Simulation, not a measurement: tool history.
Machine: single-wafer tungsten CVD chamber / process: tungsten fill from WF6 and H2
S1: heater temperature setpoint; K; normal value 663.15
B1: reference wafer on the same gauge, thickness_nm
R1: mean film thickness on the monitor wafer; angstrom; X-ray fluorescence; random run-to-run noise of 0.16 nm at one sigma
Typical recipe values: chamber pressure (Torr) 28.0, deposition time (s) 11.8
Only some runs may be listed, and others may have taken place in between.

{"run": 1, "hour": 0.0, "S1": 663.15, "chamber pressure (Torr)": 28.0, "deposition time (s)": 11.8, "B1": 29.946, "R1": 266.22}
{"run": 2, "hour": 22.5, "S1": 663.15, "chamber pressure (Torr)": 28.0, "deposition time (s)": 11.8, "B1": 29.968, "R1": 266.92}
{"run": 3, "hour": 47.1, "S1": 663.15, "chamber pressure (Torr)": 23.5, "deposition time (s)": 11.8, "B1": 29.976, "R1": 243.56}
{"run": 4, "hour": 70.7, "S1": 663.15, "chamber pressure (Torr)": 28.0, "deposition time (s)": 11.8, "B1": 29.976, "R1": 266.17}
{"run": 5, "hour": 96.5, "S1": 663.15, "chamber pressure (Torr)": 28.0, "deposition time (s)": 11.8, "B1": 30.002, "R1": 264.36}
{"run": 6, "hour": 108.7, "S1": 663.15, "chamber pressure (Torr)": 24.3, "deposition time (s)": 10.5, "B1": 29.989, "R1": 220.85}
{"run": 7, "hour": 132.0, "S1": 663.15, "chamber pressure (Torr)": 24.3, "deposition time (s)": 10.5, "B1": 30.007, "R1": 219.58}
{"run": 8, "hour": 145.9, "S1": 654.15, "chamber pressure (Torr)": 28.0, "deposition time (s)": 11.8, "B1": 29.926, "R1": 227.56}
{"run": 9, "hour": 166.0, "S1": 654.15, "chamber pressure (Torr)": 28.0, "deposition time (s)": 11.8, "B1": 30.02, "R1": 227.16}
{"run": 10, "hour": 187.3, "S1": 663.15, "chamber pressure (Torr)": 25.0, "deposition time (s)": 11.8, "B1": 30.006, "R1": 248.31}
{"run": 11, "hour": 200.6, "S1": 663.15, "chamber pressure (Torr)": 25.0, "deposition time (s)": 11.8, "B1": 30.037, "R1": 252.52}
{"run": 12, "hour": 213.8, "S1": 663.15, "chamber pressure (Torr)": 25.0, "deposition time (s)": 11.8, "B1": 29.97, "R1": 251.35}
{"hour": 222.7, "done": "gauge calibrated"}
{"run": 13, "hour": 230.8, "S1": 663.15, "chamber pressure (Torr)": 28.0, "deposition time (s)": 12.8, "B1": 30.011, "R1": 286.53}
{"run": 14, "hour": 262.5, "S1": 663.15, "chamber pressure (Torr)": 28.0, "deposition time (s)": 12.8, "B1": 29.976, "R1": 287.95}
{"hour": 294.8, "done": "thermocouple changed; heater temperature recalibrated"}
{"run": 15, "hour": 296.7, "S1": 663.15, "chamber pressure (Torr)": 28.0, "deposition time (s)": 11.8, "B1": 30.043, "R1": 264.22}
{"run": 16, "hour": 311.4, "S1": 653.15, "chamber pressure (Torr)": 28.0, "deposition time (s)": 11.1, "B1": 29.975, "R1": 206.65}
{"hour": 326.8, "done": "capacitance manometer re-zeroed and calibrated"}
{"run": 17, "hour": 345.8, "S1": 663.15, "chamber pressure (Torr)": 32.9, "deposition time (s)": 11.8, "B1": 30.067, "R1": 299.37}
{"run": 18, "hour": 363.8, "S1": 663.15, "chamber pressure (Torr)": 28.0, "deposition time (s)": 11.8, "B1": 29.986, "R1": 275.42}
{"run": 19, "hour": 446.5, "S1": 669.15, "chamber pressure (Torr)": 31.4, "deposition time (s)": 9.7, "B1": 29.967, "R1": 262.67}
{"run": 20, "hour": 461.6, "S1": 663.15, "chamber pressure (Torr)": 28.0, "deposition time (s)": 11.8, "B1": 29.932, "R1": 272.67}
{"run": 21, "hour": 474.2, "S1": 657.15, "chamber pressure (Torr)": 29.9, "deposition time (s)": 11.0, "B1": 29.991, "R1": 238.28}
{"run": 22, "hour": 503.9, "S1": 663.15, "chamber pressure (Torr)": 22.3, "deposition time (s)": 9.5, "B1": 29.985, "R1": 197.28}
{"run": 23, "hour": 518.6, "S1": 663.15, "chamber pressure (Torr)": 28.0, "deposition time (s)": 11.8, "B1": 30.019, "R1": 273.75}
{"hour": 527.3, "done": "showerhead replaced, of another model than before"}
{"run": 24, "hour": 547.5, "S1": 671.15, "chamber pressure (Torr)": 24.0, "deposition time (s)": 13.1, "B1": 30.015, "R1": 307.04}
{"run": 25, "hour": 582.3, "S1": 651.15, "chamber pressure (Torr)": 30.9, "deposition time (s)": 11.8, "B1": 29.996, "R1": 236.0}
{"run": 26, "hour": 601.1, "S1": 663.15, "chamber pressure (Torr)": 28.0, "deposition time (s)": 12.6, "B1": 29.973, "R1": 291.95}
{"run": 27, "hour": 634.2, "S1": 663.15, "chamber pressure (Torr)": 28.0, "deposition time (s)": 11.8, "B1": 29.985, "R1": 268.08}
{"run": 28, "hour": 653.8, "S1": 654.15, "chamber pressure (Torr)": 28.0, "deposition time (s)": 10.9, "B1": 30.047, "R1": 210.35}
{"run": 29, "hour": 686.4, "S1": 663.15, "chamber pressure (Torr)": 28.0, "deposition time (s)": 10.9, "B1": 29.994, "R1": 246.56}
{"run": 30, "hour": 709.9, "S1": 663.15, "chamber pressure (Torr)": 28.0, "deposition time (s)": 13.6, "B1": 29.961, "R1": 308.59}

Here are 5 independent what-if runs from the current tool condition. What would each one return?
{"run": "A", "hour": 710.3, "S1": 663.15, "chamber pressure (Torr)": 24.9, "deposition time (s)": 11.8, "B1": "?", "R1": "?"}
{"run": "B", "hour": 710.3, "S1": 669.15, "chamber pressure (Torr)": 28.0, "deposition time (s)": 10.8, "B1": "?", "R1": "?"}
{"run": "C", "hour": 710.3, "S1": 655.15, "chamber pressure (Torr)": 21.4, "deposition time (s)": 10.1, "B1": "?", "R1": "?"}
{"run": "D", "hour": 710.3, "S1": 658.15, "chamber pressure (Torr)": 21.1, "deposition time (s)": 11.8, "B1": "?", "R1": "?"}
{"run": "E", "hour": 710.3, "S1": 663.15, "chamber pressure (Torr)": 24.5, "deposition time (s)": 14.1, "B1": "?", "R1": "?"}

run=A B1=30.027 R1=246.13
run=B B1=30.027 R1=270.98
run=C B1=30.027 R1=162.57
run=D B1=30.027 R1=197.95
run=E B1=30.027 R1=290.76
With the hidden condition removed and each run's random variation left untouched, the same runs would have given:
run=A R1=253.83
run=B R1=279.35
run=C R1=167.70
run=D R1=204.19
run=E R1=299.85

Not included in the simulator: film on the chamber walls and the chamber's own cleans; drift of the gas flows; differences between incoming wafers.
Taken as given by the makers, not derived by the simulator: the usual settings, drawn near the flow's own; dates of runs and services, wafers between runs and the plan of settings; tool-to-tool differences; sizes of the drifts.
